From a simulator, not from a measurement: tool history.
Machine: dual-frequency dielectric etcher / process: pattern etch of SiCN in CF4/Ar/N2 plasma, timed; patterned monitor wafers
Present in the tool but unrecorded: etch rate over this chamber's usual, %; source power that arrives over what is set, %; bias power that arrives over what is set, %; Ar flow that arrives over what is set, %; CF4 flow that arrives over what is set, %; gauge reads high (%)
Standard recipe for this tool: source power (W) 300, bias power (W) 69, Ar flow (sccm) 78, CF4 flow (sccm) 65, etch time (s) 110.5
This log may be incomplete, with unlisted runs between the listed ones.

| run | day | source power (W) | bias power (W) | Ar flow (sccm) | CF4 flow (sccm) | etch time (s) | wafers since the last listed run | hours since the last wet clean | hours since the last source power generator calibration | hours since the last bias power generator calibration | hours since the last Ar flow controller change | hours since the last CF4 flow controller change | hours since the last upper electrode change | hours since the gauge calibration | read-back reference wafer on the same gauge, depth_nm | mean etch depth across the wafer (nm) |
|---|---|---|---|---|---|---|---|---|---|---|---|---|---|---|---|---|
| 1 | 0.000 | 300 | 69 | 78 | 65 | 110.5 | 0 | 421.6 | 3401.7 | 5380.1 | 411.3 | 2269.3 | 5253.8 | 163.8 | 68.4 | 61.0 |
| 2 | 2.083 | 300 | 85 | 78 | 52 | 127.0 | 504 | 471.6 | 3451.7 | 5430.1 | 461.3 | 2319.3 | 5303.8 | 213.8 | 68.2 | 74.1 |
| 3 | 3.138 | 300 | 58 | 78 | 65 | 77.5 | 255 | 496.9 | 3477.0 | 5455.4 | 486.6 | 2344.6 | 5329.1 | 239.1 | 68.1 | 40.7 |
| 4 | 4.746 | 300 | 60 | 84 | 78 | 110.5 | 389 | 535.5 | 3515.6 | 5494.0 | 525.2 | 2383.2 | 5367.7 | 277.7 | 68.0 | 59.3 |
|  | 6.346 | upper electrode replaced |
|  | 6.579 | wet clean of the chamber |
| 5 | 6.700 | 300 | 82 | 90 | 57 | 110.5 | 174 | 2.9 | 3562.5 | 5540.9 | 572.1 | 2430.1 | 8.5 | 324.6 | 67.9 | 62.3 |
| 6 | 7.717 | 220 | 85 | 78 | 65 | 101.0 | 246 | 27.3 | 3586.9 | 5565.3 | 596.5 | 2454.5 | 32.9 | 349.0 | 67.9 | 50.5 |
|  | 10.896 | bias power generator calibrated |
| 7 | 15.988 | 300 | 69 | 78 | 65 | 110.5 | 1963 | 225.8 | 3785.4 | 122.2 | 795.0 | 2653.0 | 231.4 | 547.5 | 67.7 | 60.5 |
| 8 | 17.150 | 320 | 74 | 78 | 65 | 86.5 | 281 | 253.7 | 3813.3 | 150.1 | 822.9 | 2680.9 | 259.3 | 575.4 | 67.5 | 50.6 |
| 9 | 19.121 | 230 | 69 | 78 | 58 | 110.5 | 477 | 301.0 | 3860.6 | 197.4 | 870.2 | 2728.2 | 306.6 | 622.7 | 67.6 | 51.5 |
|  | 21.217 | CF4 flow controller replaced |
| 10 | 21.238 | 300 | 69 | 78 | 65 | 110.5 | 452 | 351.8 | 3911.4 | 248.2 | 921.0 | 0.5 | 357.4 | 673.5 | 67.5 | 60.2 |
|  | 21.500 | source power generator calibrated |
| 11 | 23.454 | 300 | 69 | 78 | 51 | 123.0 | 496 | 405.0 | 46.9 | 301.4 | 974.2 | 53.7 | 410.6 | 726.7 | 67.4 | 65.3 |
| 12 | 24.646 | 300 | 69 | 78 | 65 | 110.5 | 288 | 433.6 | 75.5 | 330.0 | 1002.8 | 82.3 | 439.2 | 755.3 | 67.3 | 60.1 |
| 13 | 27.325 | 300 | 69 | 90 | 65 | 110.5 | 649 | 497.9 | 139.8 | 394.3 | 1067.1 | 146.6 | 503.5 | 819.6 | 67.3 | 59.0 |
| 14 | 28.862 | 300 | 69 | 78 | 65 | 122.5 | 372 | 534.8 | 176.7 | 431.2 | 1104.0 | 183.5 | 540.4 | 856.5 | 67.2 | 66.6 |
| 15 | 31.100 | 300 | 69 | 95 | 70 | 110.5 | 542 | 588.5 | 230.4 | 484.9 | 1157.7 | 237.2 | 594.1 | 910.2 | 67.3 | 59.1 |
| 16 | 32.758 | 300 | 69 | 78 | 65 | 110.5 | 401 | 628.3 | 270.2 | 524.7 | 1197.5 | 277.0 | 633.9 | 950.0 | 67.2 | 60.2 |
|  | 34.667 | gauge calibrated |
| 17 | 34.812 | 380 | 69 | 88 | 65 | 94.0 | 497 | 677.6 | 319.5 | 574.0 | 1246.8 | 326.3 | 683.2 | 3.5 | 68.6 | 59.0 |
|  | 35.871 | wet clean of the chamber |
| 18 | 36.017 | 300 | 75 | 78 | 58 | 110.5 | 49 | 3.5 | 348.4 | 602.9 | 1275.7 | 355.2 | 712.1 | 32.4 | 68.5 | 62.5 |
| 19 | 38.179 | 300 | 60 | 78 | 65 | 137.5 | 524 | 55.4 | 400.3 | 654.8 | 1327.6 | 407.1 | 764.0 | 84.3 | 68.4 | 72.2 |
| 20 | 40.488 | 300 | 62 | 93 | 61 | 121.0 | 559 | 110.8 | 455.7 | 710.2 | 1383.0 | 462.5 | 819.4 | 139.7 | 68.1 | 62.2 |

Below are 5 alternative next runs, each starting from the tool's condition after run 20. Predict each:
| A | 40.504 | 300 | 69 | 87 | 65 | 110.5 | 4 | 111.2 | 456.1 | 710.6 | 1383.4 | 462.9 | 819.8 | 140.1 | ? | ? |
| B | 40.504 | 340 | 69 | 88 | 65 | 110.5 | 4 | 111.2 | 456.1 | 710.6 | 1383.4 | 462.9 | 819.8 | 140.1 | ? | ? |
| C | 40.504 | 300 | 69 | 78 | 65 | 126.5 | 4 | 111.2 | 456.1 | 710.6 | 1383.4 | 462.9 | 819.8 | 140.1 | ? | ? |
| D | 40.504 | 300 | 78 | 97 | 65 | 110.5 | 4 | 111.2 | 456.1 | 710.6 | 1383.4 | 462.9 | 819.8 | 140.1 | ? | ? |
| E | 40.504 | 300 | 69 | 78 | 65 | 90.0 | 4 | 111.2 | 456.1 | 710.6 | 1383.4 | 462.9 | 819.8 | 140.1 | ? | ? |

| run | read-back reference wafer on the same gauge, depth_nm | mean etch depth across the wafer (nm) |
|---|---|---|
| A | 68.0 | 59.7 |
| B | 68.0 | 64.2 |
| C | 68.0 | 69.7 |
| D | 68.0 | 61.3 |
| E | 68.0 | 49.6 |
The same runs, with their run-to-run variation unchanged, on a tool lacking any hidden condition would have given:
| run | mean etch depth across the wafer (nm) |
|---|---|
| A | 60.4 |
| B | 64.8 |
| C | 70.4 |
| D | 62.0 |
| E | 50.1 |
